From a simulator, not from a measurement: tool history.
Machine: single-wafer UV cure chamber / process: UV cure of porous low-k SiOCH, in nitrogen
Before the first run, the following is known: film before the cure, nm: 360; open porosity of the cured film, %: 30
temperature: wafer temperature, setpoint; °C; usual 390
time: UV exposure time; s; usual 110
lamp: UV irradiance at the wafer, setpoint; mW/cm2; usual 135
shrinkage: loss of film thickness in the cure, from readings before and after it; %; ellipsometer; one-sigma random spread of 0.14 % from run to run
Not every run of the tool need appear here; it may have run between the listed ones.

run 1 hour=0.0 | temperature=390 time=110 lamp=135 | shrinkage=10.839
-- hour=10.9 quartz window cleaned
run 2 hour=55.1 | temperature=390 time=110 lamp=135 | shrinkage=11.530
run 3 hour=157.0 | temperature=390 time=110 lamp=135 | shrinkage=11.423
run 4 hour=227.3 | temperature=390 time=70 lamp=135 | shrinkage=9.188
-- hour=296.2 UV bulbs replaced
run 5 hour=315.7 | temperature=390 time=70 lamp=135 | shrinkage=9.235
run 6 hour=405.1 | temperature=390 time=70 lamp=135 | shrinkage=8.983
run 7 hour=443.5 | temperature=390 time=110 lamp=156 | shrinkage=11.700
run 8 hour=489.0 | temperature=390 time=110 lamp=156 | shrinkage=11.650
run 9 hour=545.2 | temperature=390 time=110 lamp=156 | shrinkage=11.443
run 10 hour=647.9 | temperature=390 time=110 lamp=135 | shrinkage=10.866
-- hour=693.1 quartz window cleaned
run 11 hour=734.2 | temperature=390 time=110 lamp=135 | shrinkage=11.283
run 12 hour=792.1 | temperature=390 time=110 lamp=135 | shrinkage=11.199
run 13 hour=899.0 | temperature=390 time=110 lamp=135 | shrinkage=11.441
run 14 hour=1185.6 | temperature=390 time=110 lamp=135 | shrinkage=10.954
run 15 hour=1234.3 | temperature=398 time=110 lamp=151 | shrinkage=11.767
-- hour=1267.3 quartz window cleaned
run 16 hour=1298.4 | temperature=398 time=110 lamp=151 | shrinkage=11.870
run 17 hour=1370.9 | temperature=398 time=110 lamp=151 | shrinkage=12.081
run 18 hour=1432.4 | temperature=390 time=110 lamp=135 | shrinkage=11.008
run 19 hour=1492.4 | temperature=390 time=110 lamp=135 | shrinkage=11.175
run 20 hour=1597.2 | temperature=390 time=165 lamp=135 | shrinkage=13.369
run 21 hour=1673.3 | temperature=376 time=110 lamp=151 | shrinkage=11.309
run 22 hour=1769.3 | temperature=401 time=80 lamp=135 | shrinkage=9.786
run 23 hour=1840.9 | temperature=390 time=110 lamp=135 | shrinkage=10.450
run 24 hour=1885.3 | temperature=374 time=55 lamp=107 | shrinkage=6.006
-- hour=1946.9 quartz window cleaned
run 25 hour=1970.9 | temperature=374 time=110 lamp=135 | shrinkage=10.817
run 26 hour=2150.9 | temperature=390 time=110 lamp=146 | shrinkage=11.879
-- hour=2174.6 UV bulbs replaced
run 27 hour=2188.9 | temperature=400 time=60 lamp=148 | shrinkage=8.816
run 28 hour=2282.4 | temperature=390 time=110 lamp=135 | shrinkage=10.967
run 29 hour=2346.9 | temperature=400 time=60 lamp=148 | shrinkage=8.742
run 30 hour=2428.3 | temperature=410 time=85 lamp=110 | shrinkage=8.965
run 31 hour=2517.2 | temperature=370 time=65 lamp=135 | shrinkage=7.741
run 32 hour=2585.0 | temperature=390 time=85 lamp=153 | shrinkage=9.904
-- hour=2615.7 quartz window cleaned
run 33 hour=2639.5 | temperature=379 time=170 lamp=135 | shrinkage=13.403
run 34 hour=2733.1 | temperature=390 time=130 lamp=135 | shrinkage=12.192
run 35 hour=2847.7 | temperature=377 time=110 lamp=121 | shrinkage=10.507
run 36 hour=2912.0 | temperature=383 time=130 lamp=114 | shrinkage=11.032
run 37 hour=2952.8 | temperature=390 time=110 lamp=115 | shrinkage=10.329
run 38 hour=3029.0 | temperature=377 time=170 lamp=171 | shrinkage=14.104

The same runs without the tool's hidden state, with the same run-to-run variation:
What the log doesn't record here: lamp output below its setpoint, %; transmission lost against a clean window, %.
run=1 shrinkage=11.388
run=2 shrinkage=11.540
run=3 shrinkage=11.464
run=4 shrinkage=9.268
run=5 shrinkage=9.390
run=6 shrinkage=9.236
run=7 shrinkage=12.015
run=8 shrinkage=12.036
run=9 shrinkage=11.923
run=10 shrinkage=11.573
run=11 shrinkage=11.322
run=12 shrinkage=11.251
run=13 shrinkage=11.547
run=14 shrinkage=11.394
run=15 shrinkage=12.309
run=16 shrinkage=11.967
run=17 shrinkage=12.197
run=18 shrinkage=11.146
run=19 shrinkage=11.353
run=20 shrinkage=13.659
run=21 shrinkage=11.681
run=22 shrinkage=10.311
run=23 shrinkage=11.091
run=24 shrinkage=6.653
run=25 shrinkage=10.941
run=26 shrinkage=12.078
run=27 shrinkage=9.028
run=28 shrinkage=11.275
run=29 shrinkage=9.122
run=30 shrinkage=9.465
run=31 shrinkage=8.380
run=32 shrinkage=10.730
run=33 shrinkage=13.406
run=34 shrinkage=12.216
run=35 shrinkage=10.594
run=36 shrinkage=11.175
run=37 shrinkage=10.511
run=38 shrinkage=14.398
